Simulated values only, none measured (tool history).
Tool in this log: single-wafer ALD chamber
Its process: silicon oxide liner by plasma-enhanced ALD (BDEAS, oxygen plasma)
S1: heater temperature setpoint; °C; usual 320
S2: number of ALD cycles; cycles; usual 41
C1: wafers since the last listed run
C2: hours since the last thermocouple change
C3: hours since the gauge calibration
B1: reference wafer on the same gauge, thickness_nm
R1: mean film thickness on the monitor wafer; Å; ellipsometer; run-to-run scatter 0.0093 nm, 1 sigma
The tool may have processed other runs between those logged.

run 1 hour=0 | S1=320 S2=41 | C1=0 C2=2040.9 C3=107.8 | B1=3.81 | R1=36.99
run 2 hour=25.2 | S1=320 S2=41 | C1=277 C2=2066.1 C3=133 | B1=3.81 | R1=36.98
run 3 hour=54.2 | S1=320 S2=41 | C1=319 C2=2095.1 C3=162 | B1=3.81 | R1=37.21
run 4 hour=87.5 | S1=320 S2=41 | C1=367 C2=2128.4 C3=195.3 | B1=3.809 | R1=37.16
run 5 hour=115.1 | S1=315 S2=41 | C1=304 C2=2156 C3=222.9 | B1=3.81 | R1=37.2
run 6 hour=142.5 | S1=315 S2=41 | C1=302 C2=2183.4 C3=250.3 | B1=3.81 | R1=37.38
run 7 hour=168.1 | S1=320 S2=41 | C1=282 C2=2209 C3=275.9 | B1=3.809 | R1=37.15
run 8 hour=181.1 | S1=320 S2=41 | C1=143 C2=2222 C3=288.9 | B1=3.81 | R1=36.98
run 9 hour=216.2 | S1=320 S2=41 | C1=387 C2=2257.1 C3=324 | B1=3.809 | R1=36.97
run 10 hour=234.8 | S1=320 S2=41 | C1=205 C2=2275.7 C3=342.6 | B1=3.81 | R1=37.17
run 11 hour=255.2 | S1=320 S2=41 | C1=225 C2=2296.1 C3=363 | B1=3.812 | R1=37.06
run 12 hour=276.3 | S1=329 S2=35 | C1=232 C2=2317.2 C3=384.1 | B1=3.811 | R1=31.26
run 13 hour=311.2 | S1=314 S2=44 | C1=385 C2=2352.1 C3=419 | B1=3.811 | R1=40.02
run 14 hour=343.8 | S1=325 S2=41 | C1=359 C2=2384.7 C3=451.6 | B1=3.81 | R1=36.95

Predict the results of run 15:
-- hour=369.7 thermocouple changed; heater temperature recalibrated
run 15 hour=377.1 | S1=320 S2=49 | C1=279 C2=7.4 C3=484.9 | B1=? | R1=?

B1: 3.811
R1: 44.28 Å
On a tool with no hidden condition, and with the same random variation, this run would have come out at R1 44.28 Å.

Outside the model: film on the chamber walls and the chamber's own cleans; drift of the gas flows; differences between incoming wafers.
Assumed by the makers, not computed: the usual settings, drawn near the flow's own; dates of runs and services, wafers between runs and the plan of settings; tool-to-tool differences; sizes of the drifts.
